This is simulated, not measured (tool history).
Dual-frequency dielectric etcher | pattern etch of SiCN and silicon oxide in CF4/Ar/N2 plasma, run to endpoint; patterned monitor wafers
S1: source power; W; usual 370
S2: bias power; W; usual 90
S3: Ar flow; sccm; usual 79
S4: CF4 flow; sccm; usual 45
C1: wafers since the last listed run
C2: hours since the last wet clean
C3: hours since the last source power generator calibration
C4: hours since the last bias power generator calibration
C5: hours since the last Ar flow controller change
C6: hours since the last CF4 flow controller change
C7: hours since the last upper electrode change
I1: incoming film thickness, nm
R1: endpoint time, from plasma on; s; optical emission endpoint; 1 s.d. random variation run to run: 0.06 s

Run 1, day 0: usual settings; C1 0; C2 17.2; C3 3269.8; C4 3645.1; C5 1317.5; C6 2432.7; C7 2447.4; I1 15.29. Result: R1 19.8 s.
Run 2, day 1.771: usual settings but S1 400 W; C1 549; C2 59.7; C3 3312.3; C4 3687.6; C5 1360; C6 2475.2; C7 2489.9; I1 15.28. Result: R1 18.9 s.
Run 3, day 2.183: usual settings but S1 400 W; C1 127; C2 69.6; C3 3322.2; C4 3697.5; C5 1369.9; C6 2485.1; C7 2499.8; I1 15.18. Result: R1 18.9 s.
Run 4, day 2.717: usual settings but S4 42 sccm; C1 165; C2 82.4; C3 3335; C4 3710.3; C5 1382.7; C6 2497.9; C7 2512.6; I1 15.25. Result: R1 20 s.
At day 3.204: source power generator calibrated.
At day 3.304: Ar flow controller replaced.
Run 5, day 3.325: usual settings but S4 42 sccm; C1 105; C2 97; C3 2.9; C4 3724.9; C5 0.5; C6 2512.5; C7 2527.2; I1 15.23. Result: R1 20 s.
At day 3.846: bias power generator calibrated.
Run 6, day 3.867: usual settings but S1 410 W, S2 77 W, S3 87 sccm, S4 50 sccm; C1 116; C2 110; C3 15.9; C4 0.5; C5 13.5; C6 2525.5; C7 2540.2; I1 15.45. Result: R1 19.6 s.
At day 5.088: upper electrode replaced.
At day 5.092: CF4 flow controller replaced.
Run 7, day 5.108: usual settings but S3 85 sccm; C1 74; C2 139.8; C3 45.7; C4 30.3; C5 43.3; C6 0.4; C7 0.5; I1 15.3. Result: R1 19.9 s.
Run 8, day 5.125: usual settings but S3 59 sccm, S4 41 sccm; C1 5; C2 140.2; C3 46.1; C4 30.7; C5 43.7; C6 0.8; C7 0.9; I1 15.44. Result: R1 19.3 s.
Run 9, day 5.225: usual settings; C1 31; C2 142.6; C3 48.5; C4 33.1; C5 46.1; C6 3.2; C7 3.3; I1 15.2. Result: R1 19.6 s.
Run 10, day 5.833: usual settings but S4 38 sccm; C1 188; C2 157.2; C3 63.1; C4 47.7; C5 60.7; C6 17.8; C7 17.9; I1 15.59. Result: R1 20.8 s.
Run 11, day 6.283: usual settings but S1 400 W, S3 63 sccm, S4 41 sccm; C1 139; C2 168; C3 73.9; C4 58.5; C5 71.5; C6 28.6; C7 28.7; I1 15.26. Result: R1 18.5 s.
Run 12, day 6.929: usual settings; C1 200; C2 183.5; C3 89.4; C4 74; C5 87; C6 44.1; C7 44.2; I1 15.35. Result: R1 19.5 s.
Run 13, day 7.25: usual settings but S1 400 W, S4 39 sccm; C1 99; C2 191.2; C3 97.1; C4 81.7; C5 94.7; C6 51.8; C7 51.9; I1 15.37. Result: R1 19.6 s.
Run 14, day 7.9: usual settings but S1 280 W, S2 109 W, S4 53 sccm; C1 201; C2 206.8; C3 112.7; C4 97.3; C5 110.3; C6 67.4; C7 67.5; I1 15.33. Result: R1 20.5 s.
Run 15, day 8.312: usual settings; C1 127; C2 216.7; C3 122.6; C4 107.2; C5 120.2; C6 77.3; C7 77.4; I1 15.43. Result: R1 19.7 s.
Run 16, day 9.05: usual settings; C1 228; C2 234.4; C3 140.3; C4 124.9; C5 137.9; C6 95; C7 95.1; I1 15.25. Result: R1 19.4 s.
Run 17, day 9.496: usual settings; C1 138; C2 245.1; C3 151; C4 135.6; C5 148.6; C6 105.7; C7 105.8; I1 15.47. Result: R1 19.6 s.
Run 18, day 10.062: usual settings; C1 175; C2 258.7; C3 164.6; C4 149.2; C5 162.2; C6 119.3; C7 119.4; I1 15.34. Result: R1 19.4 s.
Run 19, day 10.796: usual settings but S1 310 W, S2 100 W, S3 65 sccm, S4 34 sccm; C1 227; C2 276.3; C3 182.2; C4 166.8; C5 179.8; C6 136.9; C7 137; I1 15.44. Result: R1 21.4 s.
Run 20, day 11.288: usual settings but S1 440 W, S2 103 W, S3 66 sccm, S4 53 sccm; C1 152; C2 288.1; C3 194; C4 178.6; C5 191.6; C6 148.7; C7 148.8; I1 15.28. Result: R1 15.9 s.
Run 21, day 11.75: usual settings; C1 143; C2 299.2; C3 205.1; C4 189.7; C5 202.7; C6 159.8; C7 159.9; I1 15.24. Result: R1 19.2 s.
Run 22, day 12.279: usual settings but S2 100 W, S3 89 sccm; C1 164; C2 311.9; C3 217.8; C4 202.4; C5 215.4; C6 172.5; C7 172.6; I1 15.25. Result: R1 18.9 s.
Run 23, day 12.55: usual settings but S1 320 W, S2 73 W, S3 91 sccm, S4 53 sccm; C1 83; C2 318.4; C3 224.3; C4 208.9; C5 221.9; C6 179; C7 179.1; I1 15.46. Result: R1 22 s.
Run 24, day 13.217: usual settings; C1 206; C2 334.4; C3 240.3; C4 224.9; C5 237.9; C6 195; C7 195.1; I1 15.33. Result: R1 19.1 s.
Run 25, day 13.804: usual settings but S1 430 W, S2 75 W, S3 94 sccm; C1 182; C2 348.5; C3 254.4; C4 239; C5 252; C6 209.1; C7 209.2; I1 15.2. Result: R1 19.3 s.

3 ways to go on from here, each from the tool as it stands after run 25. What would each give?
Run A, day 13.821: usual settings but S2 107 W; C1 5; C2 348.9; C3 254.8; C4 239.4; C5 252.4; C6 209.5; C7 209.6; I1 15.24. Result: R1 ?.
Run B, day 13.821: usual settings but S3 99 sccm, S4 48 sccm; C1 5; C2 348.9; C3 254.8; C4 239.4; C5 252.4; C6 209.5; C7 209.6; I1 15.24. Result: R1 ?.
Run C, day 13.821: usual settings but S1 300 W, S2 109 W, S3 92 sccm; C1 5; C2 348.9; C3 254.8; C4 239.4; C5 252.4; C6 209.5; C7 209.6; I1 15.24. Result: R1 ?.

run    R1
  A    18
  B  19.5
  C  20.3
With no hidden state in the tool, these same runs would have given:
run    R1
  A  18.6
  B  20.2
  C    21
